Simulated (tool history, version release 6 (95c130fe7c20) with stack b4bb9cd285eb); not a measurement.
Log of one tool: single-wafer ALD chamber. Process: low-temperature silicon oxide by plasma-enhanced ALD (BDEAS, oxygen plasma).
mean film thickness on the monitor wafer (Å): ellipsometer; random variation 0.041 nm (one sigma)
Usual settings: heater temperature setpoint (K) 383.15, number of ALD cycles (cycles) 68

| run | hour | heater temperature setpoint (K) | number of ALD cycles (cycles) | read-back reference wafer on the same gauge, thickness_nm | mean film thickness on the monitor wafer (Å) |
|---|---|---|---|---|---|
| 1 | 0 | 386.15 | 68 | 10.531 | 97.4 |
| 2 | 169.1 | 386.15 | 68 | 10.553 | 96.69 |
| 3 | 223.2 | 386.15 | 68 | 10.556 | 97.62 |
| 4 | 275.3 | 383.15 | 62 | 10.55 | 89.68 |
| 5 | 332 | 383.15 | 68 | 10.571 | 98.62 |
| 6 | 416.3 | 383.15 | 68 | 10.574 | 98.43 |
|  | 453.8 | gauge calibrated |
| 7 | 657.5 | 383.15 | 68 | 10.302 | 96.11 |
| 8 | 719.4 | 383.15 | 68 | 10.326 | 95.97 |
| 9 | 788.8 | 383.15 | 68 | 10.334 | 95.52 |
| 10 | 828.2 | 383.15 | 68 | 10.318 | 95.56 |
| 11 | 911 | 383.15 | 68 | 10.341 | 95.93 |
| 12 | 995.6 | 394.15 | 58 | 10.353 | 80.83 |
| 13 | 1078.5 | 394.15 | 58 | 10.364 | 80.63 |
| 14 | 1178.8 | 373.15 | 68 | 10.385 | 97.91 |
|  | 1233.6 | thermocouple changed; heater temperature recalibrated |
| 15 | 1268.6 | 373.15 | 68 | 10.375 | 97.33 |
| 16 | 1361.5 | 383.15 | 64 | 10.402 | 90.59 |
| 17 | 1420.7 | 383.15 | 64 | 10.392 | 90.8 |
| 18 | 1503.1 | 383.15 | 64 | 10.409 | 90.47 |
| 19 | 1572.5 | 383.15 | 68 | 10.417 | 96.03 |
| 20 | 1630 | 383.15 | 68 | 10.419 | 96.24 |
| 21 | 1720 | 383.15 | 61 | 10.439 | 87.2 |
| 22 | 1797.8 | 383.15 | 68 | 10.441 | 96.98 |
| 23 | 1904.5 | 372.15 | 68 | 10.464 | 97.96 |
| 24 | 1981.1 | 370.15 | 60 | 10.45 | 87.87 |
| 25 | 2026.8 | 376.15 | 79 | 10.473 | 114.69 |
| 26 | 2078.4 | 390.15 | 64 | 10.461 | 90.59 |
| 27 | 2117.9 | 371.15 | 58 | 10.487 | 84.01 |
| 28 | 2206.8 | 369.15 | 68 | 10.488 | 99.84 |
| 29 | 2272 | 383.15 | 68 | 10.508 | 96.3 |
| 30 | 2351.5 | 379.15 | 56 | 10.504 | 80.18 |
| 31 | 2438.6 | 383.15 | 68 | 10.507 | 98.01 |
| 32 | 2508.2 | 394.15 | 62 | 10.524 | 87.19 |
| 33 | 2648 | 383.15 | 68 | 10.547 | 97.65 |
| 34 | 2686.9 | 398.15 | 73 | 10.537 | 102.23 |
| 35 | 2770.8 | 377.15 | 61 | 10.544 | 88.61 |
|  | 2846.1 | gauge calibrated |
| 36 | 2848.4 | 378.15 | 78 | 10.304 | 110.33 |
| 37 | 2942.4 | 383.15 | 68 | 10.306 | 96.39 |
| 38 | 3005.3 | 383.15 | 56 | 10.307 | 78.68 |
| 39 | 3082.3 | 393.15 | 68 | 10.324 | 94.61 |
| 40 | 3123.6 | 383.15 | 68 | 10.321 | 95.49 |
|  | 3214.1 | thermocouple changed; heater temperature recalibrated |
| 41 | 3324.1 | 379.15 | 68 | 10.347 | 96.54 |
| 42 | 3425.7 | 398.15 | 60 | 10.361 | 82.68 |

Forecast run 43:
| 43 | 3493.3 | 398.15 | 68 | ? | ? |

read-back reference wafer on the same gauge, thickness_nm: 10.37
mean film thickness on the monitor wafer (Å): 93.53
Without the tool's hidden state the same run would have given mean film thickness on the monitor wafer (Å) 92.96.
